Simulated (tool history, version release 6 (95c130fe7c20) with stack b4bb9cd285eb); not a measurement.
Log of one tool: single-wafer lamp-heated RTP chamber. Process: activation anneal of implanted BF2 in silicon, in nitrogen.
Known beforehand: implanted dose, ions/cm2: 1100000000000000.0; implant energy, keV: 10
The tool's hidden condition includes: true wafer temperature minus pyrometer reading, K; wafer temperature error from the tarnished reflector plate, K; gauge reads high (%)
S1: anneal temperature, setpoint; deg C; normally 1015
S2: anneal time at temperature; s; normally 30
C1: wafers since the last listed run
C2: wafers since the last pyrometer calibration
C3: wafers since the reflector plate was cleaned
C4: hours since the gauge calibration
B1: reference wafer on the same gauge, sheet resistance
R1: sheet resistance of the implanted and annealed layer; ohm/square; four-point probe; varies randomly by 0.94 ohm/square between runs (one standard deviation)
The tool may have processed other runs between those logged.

run 1 hour=0.0 | S1=1015 S2=30 | C1=0 C2=479 C3=7756 C4=72.1 | B1=180.27 | R1=188.79
run 2 hour=8.1 | S1=1015 S2=30 | C1=128 C2=607 C3=7884 C4=80.2 | B1=180.06 | R1=189.97
run 3 hour=15.1 | S1=1015 S2=30 | C1=110 C2=718 C3=7995 C4=87.2 | B1=179.90 | R1=188.77
run 4 hour=29.7 | S1=1015 S2=24 | C1=231 C2=949 C3=8226 C4=101.8 | B1=180.16 | R1=198.81
run 5 hour=46.0 | S1=1015 S2=24 | C1=258 C2=1207 C3=8484 C4=118.1 | B1=180.26 | R1=199.84
run 6 hour=58.1 | S1=1015 S2=24 | C1=191 C2=1399 C3=8676 C4=130.2 | B1=179.87 | R1=197.33
-- hour=65.9 gauge calibrated
run 7 hour=74.3 | S1=1029 S2=30 | C1=256 C2=1655 C3=8932 C4=8.4 | B1=180.26 | R1=172.95
-- hour=86.6 pyrometer window cleaned and pyrometer calibrated
run 8 hour=87.1 | S1=1029 S2=30 | C1=75 C2=8 C3=9008 C4=21.2 | B1=179.86 | R1=172.35
run 9 hour=93.6 | S1=1029 S2=30 | C1=102 C2=111 C3=9111 C4=27.7 | B1=179.75 | R1=171.50
run 10 hour=103.7 | S1=1015 S2=30 | C1=159 C2=271 C3=9271 C4=37.8 | B1=179.86 | R1=182.20
run 11 hour=118.8 | S1=1015 S2=30 | C1=239 C2=510 C3=9510 C4=52.9 | B1=179.82 | R1=182.19
-- hour=136.0 pyrometer window cleaned and pyrometer calibrated, repeated, since the last time left the tool worse
-- hour=141.7 reflector plate cleaned
run 12 hour=142.2 | S1=1005 S2=25 | C1=154 C2=8 C3=8 C4=76.3 | B1=180.48 | R1=221.46
run 13 hour=142.5 | S1=1040 S2=37 | C1=4 C2=13 C3=13 C4=76.6 | B1=180.19 | R1=162.62
run 14 hour=152.0 | S1=1004 S2=22 | C1=150 C2=163 C3=163 C4=86.1 | B1=180.30 | R1=230.51
run 15 hour=165.2 | S1=1035 S2=25 | C1=208 C2=372 C3=372 C4=99.3 | B1=180.08 | R1=174.65
run 16 hour=181.9 | S1=1015 S2=30 | C1=264 C2=636 C3=636 C4=116.0 | B1=179.95 | R1=190.27

What will run 17 give?
-- hour=185.2 gauge calibrated
run 17 hour=206.7 | S1=999 S2=17 | C1=392 C2=1029 C3=1029 C4=21.5 | B1=? | R1=?

{"run 17": {"B1": 179.97, "R1": 256.04}}
Were there no unlogged condition in the tool, this run, its random variation unchanged, would have produced R1 260.96 ohm/square.

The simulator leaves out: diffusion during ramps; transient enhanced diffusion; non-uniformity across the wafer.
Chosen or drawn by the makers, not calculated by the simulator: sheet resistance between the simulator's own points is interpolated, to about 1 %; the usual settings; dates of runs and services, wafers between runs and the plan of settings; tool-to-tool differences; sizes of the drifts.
